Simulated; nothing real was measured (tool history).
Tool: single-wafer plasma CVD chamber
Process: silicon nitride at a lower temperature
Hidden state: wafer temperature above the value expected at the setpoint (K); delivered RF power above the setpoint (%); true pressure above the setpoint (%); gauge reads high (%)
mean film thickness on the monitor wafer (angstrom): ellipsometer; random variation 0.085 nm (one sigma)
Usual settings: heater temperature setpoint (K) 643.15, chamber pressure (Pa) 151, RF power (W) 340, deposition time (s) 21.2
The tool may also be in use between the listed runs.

run,hour,heater temperature setpoint (K),chamber pressure (Pa),RF power (W),deposition time (s),wafers since the last listed run,hours since the last thermocouple change,hours since the last RF generator calibration,hours since the last manometer calibration,hours since the showerhead was replaced,hours since the gauge calibration,"read-back reference wafer on the same gauge, thickness_nm",mean film thickness on the monitor wafer (angstrom)
1,0,634.15,151,340,24.3,0,2376.1,1641.1,1998.7,6457.4,283.3,24.008,265.75
2,20.9,634.15,151,340,24.3,410,2397,1662,2019.6,6478.3,304.2,23.989,263.15
3,36.1,634.15,151,340,24.3,298,2412.2,1677.2,2034.8,6493.5,319.4,23.985,264.41
4,49.5,643.15,151,340,21.2,263,2425.6,1690.6,2048.2,6506.9,332.8,23.999,231.18
5,84,643.15,151,340,21.2,677,2460.1,1725.1,2082.7,6541.4,367.3,24.018,232.85
6,105.4,643.15,151,340,21.2,420,2481.5,1746.5,2104.1,6562.8,388.7,23.999,231.46
7,147.6,643.15,151,340,21.2,828,2523.7,1788.7,2146.3,6605,430.9,24.002,230.76
8,169.7,643.15,151,340,18.1,433,2545.8,1810.8,2168.4,6627.1,453,24.001,198.04
9,204.5,643.15,151,340,18.1,683,2580.6,1845.6,2203.2,6661.9,487.8,23.999,197.09
10,220.5,643.15,151,340,21.2,314,2596.6,1861.6,2219.2,6677.9,503.8,23.995,231.67
11,248.5,643.15,151,340,21.2,549,2624.6,1889.6,2247.2,6705.9,531.8,23.992,230.67
# hour 263.8: gauge calibrated
# hour 282: showerhead replaced
12,282.5,643.15,151,340,21.2,510,2658.6,1923.6,2281.2,0.5,18.7,24.017,231.86
13,317.2,652.15,151,365,21.2,681,2693.3,1958.3,2315.9,35.2,53.4,24.007,244.46
14,346,636.15,151,400,21.2,565,2722.1,1987.1,2344.7,64,82.2,24.009,262.03
15,362.3,634.15,151,340,21.2,320,2738.4,2003.4,2361,80.3,98.5,24.009,231.54
# hour 375: RF generator calibrated
16,384.5,643.15,151,400,21.2,278,2760.6,9.5,2383.2,102.5,120.7,23.996,260.47
# hour 401.4: thermocouple changed; heater temperature recalibrated
17,401.9,651.15,151,340,18.4,184,0.5,26.9,2400.6,119.9,138.1,24.003,201.25
18,423.7,643.15,151,340,21.2,428,22.3,48.7,2422.4,141.7,159.9,24.019,232.02
# hour 445.6: capacitance manometer re-zeroed and calibrated
19,451.5,643.15,151,340,19.1,388,50.1,76.5,5.9,169.5,187.7,23.989,206.57
20,468.2,648.15,151,340,21.2,327,66.8,93.2,22.6,186.2,204.4,23.989,231.18
21,567.6,643.15,151,340,18.8,1951,166.2,192.6,122,285.6,303.8,24.001,204.76

Forecast each of these 5 alternatives for the next run:
A,568,643.15,151,340,21.2,7,166.6,193,122.4,286,304.2,?,?
B,568,643.15,151,340,18.2,7,166.6,193,122.4,286,304.2,?,?
C,568,643.15,151,340,19.6,7,166.6,193,122.4,286,304.2,?,?
D,568,632.15,151,340,17.8,7,166.6,193,122.4,286,304.2,?,?
E,568,643.15,173,305,21.2,7,166.6,193,122.4,286,304.2,?,?

run,"read-back reference wafer on the same gauge, thickness_nm",mean film thickness on the monitor wafer (angstrom)
A,23.989,231.56
B,23.989,198.86
C,23.989,214.12
D,23.989,195.24
E,23.989,225.8
Without the tool's hidden state the same runs would have given:
run,mean film thickness on the monitor wafer (angstrom)
A,231.56
B,198.86
C,214.12
D,195.24
E,225.8
